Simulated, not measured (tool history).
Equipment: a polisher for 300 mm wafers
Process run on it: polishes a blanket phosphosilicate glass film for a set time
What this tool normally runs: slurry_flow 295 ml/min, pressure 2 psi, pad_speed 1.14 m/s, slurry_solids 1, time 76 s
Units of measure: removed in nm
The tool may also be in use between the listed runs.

run,day,slurry_flow,pressure,pad_speed,slurry_solids,time,"incoming thickness of the incoming film, nm",removed
1,0,295,2,1.14,1,76,3022.7,332
# day 0.3: slurry blender recalibrated
2,0.688,295,2,1.14,1,76,3063.1,370.6
3,2.162,295,2,1.14,1,76,2996.3,364.4
4,3.588,295,2,1.14,1,76,3003.9,366.4
5,4.592,360,1.7,1.14,1,76,3020.9,332.9
# day 4.983: worn pad replaced by a new one
6,5.408,295,2,1.14,1,76,2998,366.6
7,6.121,295,2,1.14,1,76,2980.8,365
# day 6.275: conditioning disc replaced and pad reconditioned
# day 6.888: slurry nozzle cleaned
8,7.446,295,2,1.14,1,76,2982.1,366.3
9,8.675,295,2.2,1.14,1.2,88,2979.4,500.4
10,9.633,295,2.4,1.44,1,76,3044.7,494.8
11,13.25,295,2,1.42,1,100,2991.3,542.1
12,14.067,295,2,0.86,1,76,3007.9,270.6
13,15.138,295,2,1.14,1,55,2994.6,242.7
# day 15.421: slurry blender recalibrated
# day 15.471: conditioning disc replaced and pad reconditioned
# day 15.554: worn pad replaced by a new one
14,16.438,295,1.6,1.14,1,76,3025,315
15,17.633,295,2,1.4,1,76,3017.7,432.3
16,19.1,365,2.5,1.14,1,76,2984.2,447.2
17,20.446,295,2,1.42,1,100,3078.5,571.5
18,21.383,375,2,1.14,1,76,3026.2,369.4
19,22.608,360,1.7,1.14,1.15,50,3018.2,232.3
20,23.4,380,2.2,1.48,1,76,2997.7,480.6
# day 24.712: conditioning disc replaced and pad reconditioned
# day 25.712: worn pad replaced by a new one
21,26.333,295,2,1.14,1,76,3024.3,350.6
22,27.292,295,2,1.14,1.1,76,2988.7,365.9
23,28.238,295,2,1.54,1.1,76,2999,470.5
# day 28.796: slurry nozzle cleaned
24,29.3,355,2,1.14,1,76,3012.1,341

Consider 5 possible next runs. They are alternatives, not a sequence: every one starts from the tool as it was left by run 24. What does each give?
A,29.317,295,2,1.14,1.15,76,3021.1,?
B,29.317,265,1.4,1.36,1,88,3021.1,?
C,29.317,340,2,1.5,0.8,60,3021.1,?
D,29.317,295,2,1.34,1.1,62,3021.1,?
E,29.317,295,2,1.14,0.9,76,3021.1,?

run,removed
A,368.2
B,342.4
C,273.4
D,332
E,306.8
What these runs would have given with no unlogged condition in the tool:
run,removed
A,408.2
B,383
C,310.7
D,369.1
E,345.7
